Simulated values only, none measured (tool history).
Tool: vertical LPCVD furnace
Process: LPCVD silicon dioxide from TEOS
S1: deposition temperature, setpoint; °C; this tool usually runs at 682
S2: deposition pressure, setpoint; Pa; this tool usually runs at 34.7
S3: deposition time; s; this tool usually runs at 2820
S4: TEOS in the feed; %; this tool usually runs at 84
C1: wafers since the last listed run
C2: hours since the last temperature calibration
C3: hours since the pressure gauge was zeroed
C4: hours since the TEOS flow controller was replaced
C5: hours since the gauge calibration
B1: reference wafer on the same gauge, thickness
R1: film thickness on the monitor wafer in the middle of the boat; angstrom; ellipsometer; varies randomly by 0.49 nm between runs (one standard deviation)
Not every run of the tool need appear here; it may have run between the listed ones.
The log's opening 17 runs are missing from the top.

| run | hour | S1 | S2 | S3 | S4 | C1 | C2 | C3 | C4 | C5 | B1 | R1 |
|---|---|---|---|---|---|---|---|---|---|---|---|---|
| 18 | 910.4 | 688 | 29.3 | 3120 | 95 | 596 | 488.9 | 282.9 | 4410 | 696.3 | 264.07 | 3117.8 |
| 19 | 939.6 | 682 | 34.7 | 2820 | 84 | 335 | 518.1 | 312.1 | 4439.2 | 725.5 | 263.97 | 2510.3 |
| 20 | 1001.8 | 682 | 34.7 | 2820 | 84 | 714 | 580.3 | 374.3 | 4501.4 | 787.7 | 263.88 | 2501 |
|  | 1080.4 | TEOS flow controller replaced |
| 21 | 1080.9 | 682 | 34.7 | 2820 | 84 | 633 | 659.4 | 453.4 | 0.5 | 866.8 | 263.94 | 2510.6 |
|  | 1087.3 | gauge calibrated |
| 22 | 1139.4 | 682 | 30.7 | 2820 | 84 | 672 | 717.9 | 511.9 | 59 | 52.1 | 263.91 | 2358.1 |
| 23 | 1166.7 | 682 | 38 | 2820 | 84 | 313 | 745.2 | 539.2 | 86.3 | 79.4 | 264.17 | 2630.8 |
| 24 | 1195.6 | 677 | 34.7 | 2820 | 84 | 332 | 774.1 | 568.1 | 115.2 | 108.3 | 264.06 | 2236.6 |
| 25 | 1224.1 | 675 | 37.3 | 2040 | 84 | 327 | 802.6 | 596.6 | 143.7 | 136.8 | 263.93 | 1591.7 |
| 26 | 1290.8 | 682 | 34.7 | 2820 | 74 | 766 | 869.3 | 663.3 | 210.4 | 203.5 | 264.01 | 2369.2 |
| 27 | 1349.7 | 688 | 40.7 | 2820 | 84 | 676 | 928.2 | 722.2 | 269.3 | 262.4 | 264.08 | 3157.6 |
| 28 | 1378.3 | 682 | 34.7 | 2820 | 97 | 328 | 956.8 | 750.8 | 297.9 | 291 | 263.86 | 2730.7 |
| 29 | 1429.3 | 682 | 39.3 | 2820 | 71 | 585 | 1007.8 | 801.8 | 348.9 | 342 | 264.02 | 2481.8 |
| 30 | 1489.8 | 682 | 29.3 | 2820 | 84 | 695 | 1068.3 | 862.3 | 409.4 | 402.5 | 263.93 | 2336.7 |

What if the next run were any one of these 5? Each begins from the tool's condition after run 30:
| A | 1495.3 | 682 | 34.7 | 3300 | 84 | 63 | 1073.8 | 867.8 | 414.9 | 408 | ? | ? |
| B | 1495.3 | 682 | 34.7 | 2010 | 84 | 63 | 1073.8 | 867.8 | 414.9 | 408 | ? | ? |
| C | 1495.3 | 686 | 34.7 | 2160 | 84 | 63 | 1073.8 | 867.8 | 414.9 | 408 | ? | ? |
| D | 1495.3 | 674 | 26.7 | 3270 | 84 | 63 | 1073.8 | 867.8 | 414.9 | 408 | ? | ? |
| E | 1495.3 | 686 | 28 | 3630 | 94 | 63 | 1073.8 | 867.8 | 414.9 | 408 | ? | ? |

| run | B1 | R1 |
|---|---|---|
| A | 263.89 | 2970.3 |
| B | 263.89 | 1809.2 |
| C | 263.89 | 2140.3 |
| D | 263.89 | 2130 |
| E | 263.89 | 3426 |
Without the tool's hidden state the same runs would have given:
| run | R1 |
|---|---|
| A | 2900 |
| B | 1766.4 |
| C | 2089.9 |
| D | 2074.1 |
| E | 3339 |
